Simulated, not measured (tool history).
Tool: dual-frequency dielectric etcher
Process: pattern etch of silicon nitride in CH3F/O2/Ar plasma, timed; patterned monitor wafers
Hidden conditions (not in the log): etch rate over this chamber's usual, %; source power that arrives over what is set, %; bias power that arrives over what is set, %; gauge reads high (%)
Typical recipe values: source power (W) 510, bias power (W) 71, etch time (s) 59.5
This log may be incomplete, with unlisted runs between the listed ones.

run	hour	source power (W)	bias power (W)	etch time (s)	wafers since the last listed run	hours since the last wet clean	hours since the last source power generator calibration	hours since the last bias power generator calibration	hours since the last upper electrode change	hours since the gauge calibration	read-back reference wafer on the same gauge, depth_nm	mean etch depth across the wafer (Å)
1	0	510	71	71	0	280.7	3297.4	1801.2	5834.2	249.7	42.04	561.1
2	11.3	510	71	59.5	123	292	3308.7	1812.5	5845.5	261	41.98	470.5
# hour 49.6: source power generator calibrated
3	50.1	510	71	72.5	381	330.8	0.5	1851.3	5884.3	299.8	42.05	576.6
4	63.2	510	62	59.5	143	343.9	13.6	1864.4	5897.4	312.9	42.01	451.4
5	80.7	510	62	59.5	191	361.4	31.1	1881.9	5914.9	330.4	41.99	448.6
6	94.1	510	62	59.5	146	374.8	44.5	1895.3	5928.3	343.8	42.08	449.1
7	100.9	430	81	59.5	74	381.6	51.3	1902.1	5935.1	350.6	42.03	449.7
8	109.4	510	57	59.5	93	390.1	59.8	1910.6	5943.6	359.1	41.93	433.9
# hour 116.9: bias power generator calibrated
9	122.3	510	71	59.5	97	403	72.7	5.4	5956.5	372	41.98	471.8
10	131.9	610	71	59.5	105	412.6	82.3	15	5966.1	381.6	41.96	513.8
# hour 163.1: gauge calibrated
# hour 172.4: wet clean of the chamber
11	172.9	510	71	59.5	186	0.5	123.3	56	6007.1	9.8	41.99	481.4
12	173.2	510	71	59.5	3	0.8	123.6	56.3	6007.4	10.1	41.99	486
13	173.5	510	71	59.5	3	1.1	123.9	56.6	6007.7	10.4	42.06	484.4
# hour 201.1: upper electrode replaced, of another model than before
14	201.6	470	83	66	44	29.2	152	84.7	0.5	38.5	41.98	547.1
15	201.9	510	79	54	3	29.5	152.3	85	0.8	38.8	41.96	447.9
16	206.2	510	71	59.5	47	33.8	156.6	89.3	5.1	43.1	41.97	483.8
17	212.9	510	78	66	73	40.5	163.3	96	11.8	49.8	42	542.1
18	226.6	510	79	54	150	54.2	177	109.7	25.5	63.5	41.97	448.2
19	239.2	510	71	59.5	138	66.8	189.6	122.3	38.1	76.1	41.99	481.4
20	254.7	560	81	47.5	169	82.3	205.1	137.8	53.6	91.6	41.96	406.6
21	270.4	510	71	59.5	172	98	220.8	153.5	69.3	107.3	42	480
22	278.8	550	57	59.5	92	106.4	229.2	161.9	77.7	115.7	42	470.5
23	285.8	510	71	67.5	76	113.4	236.2	168.9	84.7	122.7	42.02	547.1
24	301.6	510	71	59.5	173	129.2	252	184.7	100.5	138.5	42.07	478.5
25	310.6	570	71	59.5	98	138.2	261	193.7	109.5	147.5	41.97	492.1
26	317.9	550	55	59.5	80	145.5	268.3	201	116.8	154.8	41.96	459.1
27	327.3	550	81	69	103	154.9	277.7	210.4	126.2	164.2	41.96	586.6
28	335.7	510	71	69	92	163.3	286.1	218.8	134.6	172.6	42.02	556.4
29	344.7	590	71	59.5	98	172.3	295.1	227.8	143.6	181.6	42.02	497.3
30	380.2	620	57	77.5	389	207.8	330.6	263.3	179.1	217.1	42.05	623.4
31	391	560	63	76.5	118	218.6	341.4	274.1	189.9	227.9	42.01	618.1

What differs in the tool's unlogged condition from the final listed run ahead of each entry between runs to the first listed run following it?
In the gap between runs 2 and 3: source power generator calibrated (hour 49.6)
  etch rate over this chamber's usual, %: -1.91 -> -2.12
  measured value less the no-hidden-state value, mean etch depth across the wafer (Å): -9.2 -> -12.5
In the gap between runs 8 and 9: bias power generator calibrated (hour 116.9)
  etch rate over this chamber's usual, %: -2.44 -> -2.51
  measured value less the no-hidden-state value, mean etch depth across the wafer (Å): -10.9 -> -12.2
In the gap between runs 10 and 11: gauge calibrated (hour 163.1); wet clean of the chamber (hour 172.4)
  etch rate over this chamber's usual, %: -2.56 -> 0.0315
  measured value less the no-hidden-state value, mean etch depth across the wafer (Å): -13.5 -> +0.1
In the gap between runs 13 and 14: upper electrode replaced, of another model than before (hour 201.1)
  etch rate over this chamber's usual, %: 0.0282 -> -0.125
  measured value less the no-hidden-state value, mean etch depth across the wafer (Å): +0.1 -> -0.7

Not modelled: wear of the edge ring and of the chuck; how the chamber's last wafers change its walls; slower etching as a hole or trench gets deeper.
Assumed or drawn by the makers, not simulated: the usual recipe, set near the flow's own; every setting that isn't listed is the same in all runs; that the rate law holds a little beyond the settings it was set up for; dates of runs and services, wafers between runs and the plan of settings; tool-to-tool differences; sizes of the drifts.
